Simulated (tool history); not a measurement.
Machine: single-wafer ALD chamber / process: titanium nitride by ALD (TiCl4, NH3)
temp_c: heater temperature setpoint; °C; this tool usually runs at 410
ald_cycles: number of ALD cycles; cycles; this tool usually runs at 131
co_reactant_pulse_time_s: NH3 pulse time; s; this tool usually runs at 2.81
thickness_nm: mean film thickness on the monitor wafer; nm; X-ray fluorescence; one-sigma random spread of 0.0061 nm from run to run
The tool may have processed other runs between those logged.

run	hour	temp_c	ald_cycles	co_reactant_pulse_time_s	read-back reference wafer on the same gauge, thickness_nm	thickness_nm
1	0	410	131	2.81	2.081	2.429
2	80	410	131	2.81	2.08	2.419
3	399.6	410	131	2.81	2.08	2.421
# hour 431.3: gauge calibrated
# hour 442.6: thermocouple changed; heater temperature recalibrated
4	449	400	131	2.81	2.077	2.424
5	555.6	400	131	2.81	2.08	2.416
6	603	410	131	2.81	2.08	2.414
7	709.2	410	131	2.81	2.08	2.426
8	753.8	410	131	2.81	2.081	2.415
9	845	422	131	3.38	2.079	2.439
10	930.8	410	131	2.01	2.081	2.398
# hour 966.7: showerhead replaced
11	1029.6	410	131	2.81	2.081	2.419
12	1104.5	410	144	2.35	2.078	2.65
13	1161.7	401	150	2.81	2.081	2.766
14	1203.9	396	131	1.77	2.08	2.373
15	1266.2	424	139	3.9	2.08	2.595
16	1315.9	410	118	3.39	2.078	2.185

Each row is a separate what-if for the run after 16, all from the same tool condition, not one after another. Results?
A	1316.6	410	131	3.46	?	?
B	1316.6	402	106	3.53	?	?
C	1316.6	410	114	2.81	?	?
D	1316.6	423	119	1.95	?	?

run	read-back reference wafer on the same gauge, thickness_nm	thickness_nm
A	2.079	2.418
B	2.079	1.956
C	2.079	2.094
D	2.079	2.176
Without the tool's hidden state the same runs would have given:
run	thickness_nm
A	2.418
B	1.956
C	2.094
D	2.176
